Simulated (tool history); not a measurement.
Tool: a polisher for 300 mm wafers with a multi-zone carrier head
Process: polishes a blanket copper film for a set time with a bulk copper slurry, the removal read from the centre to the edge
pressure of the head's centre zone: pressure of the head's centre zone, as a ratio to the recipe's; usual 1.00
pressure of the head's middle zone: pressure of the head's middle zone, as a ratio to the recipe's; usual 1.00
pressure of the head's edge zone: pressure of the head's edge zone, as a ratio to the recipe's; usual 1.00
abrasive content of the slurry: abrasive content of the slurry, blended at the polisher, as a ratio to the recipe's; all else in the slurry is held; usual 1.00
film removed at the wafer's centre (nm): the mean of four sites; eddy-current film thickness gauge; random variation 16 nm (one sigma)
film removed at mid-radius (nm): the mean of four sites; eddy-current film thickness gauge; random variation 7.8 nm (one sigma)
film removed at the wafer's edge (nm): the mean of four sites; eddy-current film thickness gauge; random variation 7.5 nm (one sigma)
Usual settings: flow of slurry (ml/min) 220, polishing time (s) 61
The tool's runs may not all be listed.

run   hour  flow of slurry (ml/min)  pressure of the head's centre zone  pressure of the head's middle zone  pressure of the head's edge zone  abrasive content of the slurry  polishing time (s)  incoming thickness of the incoming film, nm  film removed at the wafer's centre (nm)  film removed at mid-radius (nm)  film removed at the wafer's edge (nm)
  1    0.0                      220                                1.00                                0.96                              1.00                            0.85                  61                                       3564.1                                   1039.4                            974.3                                  978.9
  2    7.0                      220                                1.00                                1.00                              1.00                            1.00                  61                                       3508.7                                   1059.7                           1031.0                                 1007.5
      25.5  -- centre zone pressure recalibrated
  3   26.0                      220                                1.00                                1.00                              1.00                            1.00                  61                                       3625.0                                   1023.1                           1011.0                                  996.7
  4   35.0                      220                                1.00                                1.00                              1.00                            1.00                  61                                       3513.0                                    998.7                            989.1                                  963.7
  5   43.1                      220                                1.00                                1.00                              1.00                            1.00                  61                                       3574.6                                    997.9                            995.4                                  964.4
  6   49.2                      220                                1.00                                1.00                              0.95                            1.00                  61                                       3595.2                                   1012.4                            988.8                                  933.8
  7   56.0                      185                                1.00                                1.00                              1.00                            1.00                  61                                       3586.5                                    979.1                            951.3                                  939.0
      62.3  -- worn pad replaced by a new one
      63.2  -- carrier head's membrane replaced by a new one
  8   68.4                      165                                1.00                                1.00                              1.00                            0.75                  61                                       3589.5                                    983.5                            999.1                                  974.8
      81.8  -- edge zone pressure recalibrated
  9   89.8                      220                                1.00                                0.91                              1.00                            1.00                  61                                       3473.8                                   1095.5                           1003.3                                 1055.2
 10  105.2                      220                                1.04                                1.00                              1.00                            1.00                  40                                       3558.9                                    741.7                            702.1                                  682.4
 11  115.0                      220                                1.00                                0.89                              1.00                            1.00                  69                                       3558.0                                   1215.1                           1095.9                                 1184.3
 12  124.4                      220                                1.00                                1.00                              1.00                            0.70                  47                                       3615.3                                    745.6                            744.9                                  725.3
 13  139.4                      220                                1.00                                1.00                              1.00                            1.00                  61                                       3605.4                                   1033.2                           1025.5                                 1004.1
 14  153.2                      220                                1.00                                1.00                              1.00                            1.00                  61                                       3599.1                                   1043.1                           1014.1                                 1004.8
     155.3  -- slurry nozzle cleaned
     157.6  -- worn pad replaced by a new one
 15  168.1                      220                                1.00                                1.08                              1.00                            1.00                  61                                       3536.4                                   1113.1                           1155.8                                 1079.6
 16  179.9                      220                                1.00                                1.00                              1.00                            1.00                  61                                       3544.8                                   1086.1                           1078.7                                 1045.9
 17  186.2                      220                                1.00                                1.00                              1.04                            1.00                  61                                       3525.8                                   1096.8                           1074.6                                 1079.3
 18  200.5                      220                                1.00                                1.00                              1.00                            1.00                  61                                       3552.6                                   1083.9                           1056.7                                 1036.8
 19  207.1                      240                                1.00                                1.00                              1.00                            1.10                  61                                       3550.2                                   1110.8                           1108.2                                 1068.3

Forecast run 20:
 20  224.6                      220                                1.00                                1.00                              0.92                            0.80                  74                                       3589.3                                        ?                                ?                                      ?

Run 20 gave film removed at the wafer's centre (nm) 1217.5, film removed at mid-radius (nm) 1206.9, film removed at the wafer's edge (nm) 1119.2.
Without the tool's hidden state the same run would have given film removed at the wafer's centre (nm) 1301.4, film removed at mid-radius (nm) 1290.2, film removed at the wafer's edge (nm) 1196.4.
